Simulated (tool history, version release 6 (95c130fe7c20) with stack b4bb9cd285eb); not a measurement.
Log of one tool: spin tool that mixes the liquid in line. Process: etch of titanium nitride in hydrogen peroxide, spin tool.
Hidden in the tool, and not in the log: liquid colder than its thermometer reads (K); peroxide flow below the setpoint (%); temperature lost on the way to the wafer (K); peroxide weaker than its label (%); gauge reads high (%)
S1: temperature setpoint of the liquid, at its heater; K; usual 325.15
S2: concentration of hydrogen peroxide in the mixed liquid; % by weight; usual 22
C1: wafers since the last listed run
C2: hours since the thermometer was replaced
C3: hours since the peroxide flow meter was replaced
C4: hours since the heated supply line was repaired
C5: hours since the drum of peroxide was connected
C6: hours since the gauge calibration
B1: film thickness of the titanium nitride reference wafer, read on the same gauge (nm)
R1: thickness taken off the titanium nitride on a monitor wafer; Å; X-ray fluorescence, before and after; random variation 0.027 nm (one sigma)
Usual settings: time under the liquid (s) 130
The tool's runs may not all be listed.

{"run": 1, "hour": 0.0, "S1": 325.15, "S2": 22, "time under the liquid (s)": 130, "C1": 0, "C2": 2194, "C3": 1232.3, "C4": 2622.2, "C5": 956.4, "C6": 105.3, "B1": 29.992, "R1": 45}
{"run": 2, "hour": 46.2, "S1": 325.15, "S2": 19.5, "time under the liquid (s)": 75, "C1": 528, "C2": 2240.2, "C3": 1278.5, "C4": 2668.4, "C5": 1002.6, "C6": 151.5, "B1": 30.077, "R1": 25.57}
{"run": 3, "hour": 85.5, "S1": 325.15, "S2": 26, "time under the liquid (s)": 130, "C1": 449, "C2": 2279.5, "C3": 1317.8, "C4": 2707.7, "C5": 1041.9, "C6": 190.8, "B1": 30.108, "R1": 46.81}
{"run": 4, "hour": 113.1, "S1": 325.15, "S2": 22, "time under the liquid (s)": 150, "C1": 315, "C2": 2307.1, "C3": 1345.4, "C4": 2735.3, "C5": 1069.5, "C6": 218.4, "B1": 30.148, "R1": 52.49}
{"run": 5, "hour": 213.4, "S1": 325.15, "S2": 22, "time under the liquid (s)": 130, "C1": 1146, "C2": 2407.4, "C3": 1445.7, "C4": 2835.6, "C5": 1169.8, "C6": 318.7, "B1": 30.288, "R1": 45.48}
{"run": 6, "hour": 241.5, "S1": 325.15, "S2": 22, "time under the liquid (s)": 130, "C1": 321, "C2": 2435.5, "C3": 1473.8, "C4": 2863.7, "C5": 1197.9, "C6": 346.8, "B1": 30.327, "R1": 45.33}
{"run": 7, "hour": 314.6, "S1": 325.15, "S2": 22, "time under the liquid (s)": 130, "C1": 835, "C2": 2508.6, "C3": 1546.9, "C4": 2936.8, "C5": 1271, "C6": 419.9, "B1": 30.377, "R1": 45.57}
{"hour": 320.3, "done": "thermometer replaced"}
{"run": 8, "hour": 347.3, "S1": 325.15, "S2": 22, "time under the liquid (s)": 130, "C1": 362, "C2": 27, "C3": 1579.6, "C4": 2969.5, "C5": 1303.7, "C6": 452.6, "B1": 30.417, "R1": 45.43}
{"hour": 397.8, "done": "new drum of peroxide connected"}
{"run": 9, "hour": 409.1, "S1": 325.15, "S2": 22, "time under the liquid (s)": 130, "C1": 695, "C2": 88.8, "C3": 1641.4, "C4": 3031.3, "C5": 11.3, "C6": 514.4, "B1": 30.501, "R1": 45.62}
{"hour": 410.7, "done": "heated supply line repaired"}
{"hour": 411.9, "done": "peroxide flow meter replaced"}
{"run": 10, "hour": 446.4, "S1": 330.15, "S2": 16, "time under the liquid (s)": 85, "C1": 403, "C2": 126.1, "C3": 34.5, "C4": 35.7, "C5": 48.6, "C6": 551.7, "B1": 30.555, "R1": 39.46}
{"run": 11, "hour": 502.2, "S1": 325.15, "S2": 19.5, "time under the liquid (s)": 130, "C1": 638, "C2": 181.9, "C3": 90.3, "C4": 91.5, "C5": 104.4, "C6": 607.5, "B1": 30.589, "R1": 44.25}
{"hour": 508.2, "done": "gauge calibrated"}
{"run": 12, "hour": 561.0, "S1": 325.15, "S2": 22, "time under the liquid (s)": 130, "C1": 672, "C2": 240.7, "C3": 149.1, "C4": 150.3, "C5": 163.2, "C6": 52.8, "B1": 29.95, "R1": 45.3}
{"run": 13, "hour": 614.5, "S1": 325.15, "S2": 22, "time under the liquid (s)": 95, "C1": 611, "C2": 294.2, "C3": 202.6, "C4": 203.8, "C5": 216.7, "C6": 106.3, "B1": 30.04, "R1": 32.8}
{"run": 14, "hour": 657.1, "S1": 325.15, "S2": 16, "time under the liquid (s)": 130, "C1": 487, "C2": 336.8, "C3": 245.2, "C4": 246.4, "C5": 259.3, "C6": 148.9, "B1": 30.091, "R1": 41.8}
{"run": 15, "hour": 705.9, "S1": 320.15, "S2": 20, "time under the liquid (s)": 205, "C1": 557, "C2": 385.6, "C3": 294, "C4": 295.2, "C5": 308.1, "C6": 197.7, "B1": 30.165, "R1": 48.5}
{"run": 16, "hour": 772.4, "S1": 320.15, "S2": 20, "time under the liquid (s)": 205, "C1": 760, "C2": 452.1, "C3": 360.5, "C4": 361.7, "C5": 374.6, "C6": 264.2, "B1": 30.256, "R1": 48.91}

Forecast each of these 5 alternatives for the next run:
{"run": "A", "hour": 772.9, "S1": 325.15, "S2": 22, "time under the liquid (s)": 130, "C1": 5, "C2": 452.6, "C3": 361, "C4": 362.2, "C5": 375.1, "C6": 264.7, "B1": "?", "R1": "?"}
{"run": "B", "hour": 772.9, "S1": 325.15, "S2": 22, "time under the liquid (s)": 160, "C1": 5, "C2": 452.6, "C3": 361, "C4": 362.2, "C5": 375.1, "C6": 264.7, "B1": "?", "R1": "?"}
{"run": "C", "hour": 772.9, "S1": 317.15, "S2": 17.5, "time under the liquid (s)": 155, "C1": 5, "C2": 452.6, "C3": 361, "C4": 362.2, "C5": 375.1, "C6": 264.7, "B1": "?", "R1": "?"}
{"run": "D", "hour": 772.9, "S1": 325.15, "S2": 22, "time under the liquid (s)": 105, "C1": 5, "C2": 452.6, "C3": 361, "C4": 362.2, "C5": 375.1, "C6": 264.7, "B1": "?", "R1": "?"}
{"run": "E", "hour": 772.9, "S1": 325.15, "S2": 22, "time under the liquid (s)": 190, "C1": 5, "C2": 452.6, "C3": 361, "C4": 362.2, "C5": 375.1, "C6": 264.7, "B1": "?", "R1": "?"}

run=A B1=30.228 R1=45.11
run=B B1=30.228 R1=55.52
run=C B1=30.228 R1=28.53
run=D B1=30.228 R1=36.44
run=E B1=30.228 R1=65.93
Without the tool's hidden state the same runs would have given:
run=A R1=44.75
run=B R1=55.07
run=C R1=28.3
run=D R1=36.14
run=E R1=65.4
